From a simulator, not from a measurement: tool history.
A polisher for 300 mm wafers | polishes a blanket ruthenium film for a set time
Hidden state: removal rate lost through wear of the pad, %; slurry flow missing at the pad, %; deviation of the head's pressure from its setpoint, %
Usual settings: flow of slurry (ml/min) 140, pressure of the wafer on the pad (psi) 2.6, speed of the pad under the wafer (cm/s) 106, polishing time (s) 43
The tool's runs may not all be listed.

run	hour	flow of slurry (ml/min)	pressure of the wafer on the pad (psi)	speed of the pad under the wafer (cm/s)	polishing time (s)	wafers since the last listed run	wafers polished on this pad	hours since the slurry nozzle was cleaned	hours since the head pressure was calibrated	incoming thickness of the incoming film, nm	film removed (nm)
1	0.0	140	2.6	126	53	0	37	389.6	872.3	622.9	80.6
2	10.9	160	2.6	106	43	112	149	400.5	883.2	620.0	56.3
3	23.8	160	2.6	106	43	132	282	413.4	896.1	630.7	55.6
4	40.7	160	2.6	106	43	173	456	430.3	913.0	616.8	55.2
# hour 74.4: worn pad replaced by a new one
5	74.9	140	2.6	106	43	310	5	464.5	947.2	607.5	55.2
6	87.7	125	2.6	106	43	131	136	477.3	960.0	614.3	54.2
7	95.2	125	2.6	106	43	77	214	484.8	967.5	618.8	54.9
8	106.6	140	2.6	106	43	117	331	496.2	978.9	620.5	54.6
9	113.0	140	2.6	106	43	65	397	502.6	985.3	622.7	54.3
10	123.6	165	2.6	106	38	109	506	513.2	995.9	614.4	48.6
# hour 133.6: head pressure recalibrated
11	141.0	165	2.6	106	38	158	665	530.6	7.4	617.8	48.7
# hour 153.3: worn pad replaced by a new one
12	158.8	140	2.3	106	43	142	56	548.4	25.2	631.0	49.8
13	171.1	140	1.8	136	53	126	183	560.7	37.5	624.3	61.8
14	187.9	170	2.9	106	43	172	356	577.5	54.3	626.3	64.5
15	201.2	140	3.0	106	43	136	493	590.8	67.6	626.9	63.3

Run 16 comes next. What will it give?
# hour 205.3: slurry nozzle cleaned
16	210.1	140	2.6	106	43	81	574	4.8	76.5	617.9	?

Run 16 gave film removed (nm) 54.0.
Without the tool's hidden state the same run would have given film removed (nm) 55.8.
